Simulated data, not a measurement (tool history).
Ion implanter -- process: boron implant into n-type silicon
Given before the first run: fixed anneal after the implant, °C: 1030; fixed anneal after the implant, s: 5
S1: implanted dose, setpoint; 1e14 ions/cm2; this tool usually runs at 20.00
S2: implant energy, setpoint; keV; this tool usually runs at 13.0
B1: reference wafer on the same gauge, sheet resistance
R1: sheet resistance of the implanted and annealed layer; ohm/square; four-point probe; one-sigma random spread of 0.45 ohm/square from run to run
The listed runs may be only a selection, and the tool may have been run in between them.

{"run": 1, "hour": 0.0, "S1": 20.0, "S2": 13.0, "B1": 79.84, "R1": 88.59}
{"run": 2, "hour": 41.3, "S1": 18.15, "S2": 13.0, "B1": 79.95, "R1": 91.67}
{"run": 3, "hour": 51.7, "S1": 18.73, "S2": 13.0, "B1": 79.86, "R1": 91.41}
{"run": 4, "hour": 62.4, "S1": 18.73, "S2": 13.0, "B1": 80.05, "R1": 91.2}
{"run": 5, "hour": 72.7, "S1": 20.0, "S2": 13.0, "B1": 80.08, "R1": 88.58}
{"run": 6, "hour": 89.6, "S1": 20.0, "S2": 11.5, "B1": 79.91, "R1": 93.9}
{"run": 7, "hour": 98.6, "S1": 15.79, "S2": 14.0, "B1": 79.89, "R1": 94.2}
{"run": 8, "hour": 111.6, "S1": 15.79, "S2": 14.0, "B1": 79.97, "R1": 94.94}
{"run": 9, "hour": 122.5, "S1": 18.77, "S2": 12.0, "B1": 80.01, "R1": 94.67}
{"run": 10, "hour": 132.0, "S1": 18.77, "S2": 12.0, "B1": 79.9, "R1": 94.69}
{"run": 11, "hour": 145.4, "S1": 20.0, "S2": 13.0, "B1": 79.97, "R1": 88.71}
{"run": 12, "hour": 159.1, "S1": 20.0, "S2": 13.0, "B1": 80.06, "R1": 89.26}
{"run": 13, "hour": 175.4, "S1": 20.0, "S2": 13.0, "B1": 80.04, "R1": 89.12}
{"run": 14, "hour": 192.7, "S1": 20.0, "S2": 13.0, "B1": 79.96, "R1": 88.59}
{"run": 15, "hour": 225.7, "S1": 21.22, "S2": 16.5, "B1": 80.04, "R1": 78.27}
{"run": 16, "hour": 239.9, "S1": 20.0, "S2": 13.0, "B1": 79.99, "R1": 88.64}
{"run": 17, "hour": 254.0, "S1": 20.0, "S2": 13.0, "B1": 79.94, "R1": 88.38}
{"run": 18, "hour": 260.8, "S1": 20.0, "S2": 13.0, "B1": 79.92, "R1": 88.51}
{"hour": 266.0, "done": "gauge calibrated"}
{"run": 19, "hour": 269.0, "S1": 20.0, "S2": 13.0, "B1": 79.88, "R1": 88.74}
{"run": 20, "hour": 275.4, "S1": 24.32, "S2": 11.0, "B1": 80.03, "R1": 92.06}
{"run": 21, "hour": 292.3, "S1": 15.34, "S2": 11.0, "B1": 79.97, "R1": 105.89}
{"run": 22, "hour": 309.5, "S1": 24.48, "S2": 10.5, "B1": 79.97, "R1": 94.17}
{"hour": 345.3, "done": "extraction supply calibrated"}
{"run": 23, "hour": 347.0, "S1": 21.74, "S2": 13.0, "B1": 79.91, "R1": 86.64}
{"run": 24, "hour": 363.9, "S1": 23.19, "S2": 16.5, "B1": 80.01, "R1": 75.68}
{"run": 25, "hour": 417.2, "S1": 14.92, "S2": 10.0, "B1": 80.0, "R1": 111.73}
{"run": 26, "hour": 431.2, "S1": 18.08, "S2": 15.5, "B1": 79.93, "R1": 86.26}
{"hour": 447.9, "done": "Faraday cup replaced and dose calibrated"}
{"run": 27, "hour": 448.4, "S1": 15.79, "S2": 14.0, "B1": 80.13, "R1": 95.33}
{"run": 28, "hour": 456.6, "S1": 20.0, "S2": 10.5, "B1": 79.96, "R1": 99.38}
{"run": 29, "hour": 466.4, "S1": 18.11, "S2": 14.5, "B1": 79.9, "R1": 88.02}
{"run": 30, "hour": 482.7, "S1": 17.72, "S2": 13.0, "B1": 80.07, "R1": 92.44}
{"run": 31, "hour": 524.2, "S1": 21.98, "S2": 8.5, "B1": 79.92, "R1": 108.81}
{"run": 32, "hour": 541.0, "S1": 15.79, "S2": 14.0, "B1": 80.1, "R1": 94.53}
{"run": 33, "hour": 556.2, "S1": 23.25, "S2": 17.0, "B1": 80.05, "R1": 74.7}
{"run": 34, "hour": 565.9, "S1": 23.39, "S2": 15.0, "B1": 80.01, "R1": 78.8}
{"run": 35, "hour": 578.7, "S1": 20.0, "S2": 16.0, "B1": 79.98, "R1": 81.04}
{"run": 36, "hour": 590.0, "S1": 23.11, "S2": 11.5, "B1": 79.86, "R1": 90.29}

Forecast each of these 5 alternatives for the next run:
{"run": "A", "hour": 590.4, "S1": 20.0, "S2": 13.0, "B1": "?", "R1": "?"}
{"run": "B", "hour": 590.4, "S1": 14.45, "S2": 13.0, "B1": "?", "R1": "?"}
{"run": "C", "hour": 590.4, "S1": 15.66, "S2": 9.5, "B1": "?", "R1": "?"}
{"run": "D", "hour": 590.4, "S1": 20.0, "S2": 12.0, "B1": "?", "R1": "?"}
{"run": "E", "hour": 590.4, "S1": 25.33, "S2": 15.5, "B1": "?", "R1": "?"}

run=A B1=80.09 R1=87.95
run=B B1=80.09 R1=100.96
run=C B1=80.09 R1=110.64
run=D B1=80.09 R1=91.41
run=E B1=80.09 R1=75.07
What these runs would have given with no unlogged condition in the tool:
run=A R1=87.95
run=B R1=100.96
run=C R1=110.64
run=D R1=91.41
run=E R1=75.07
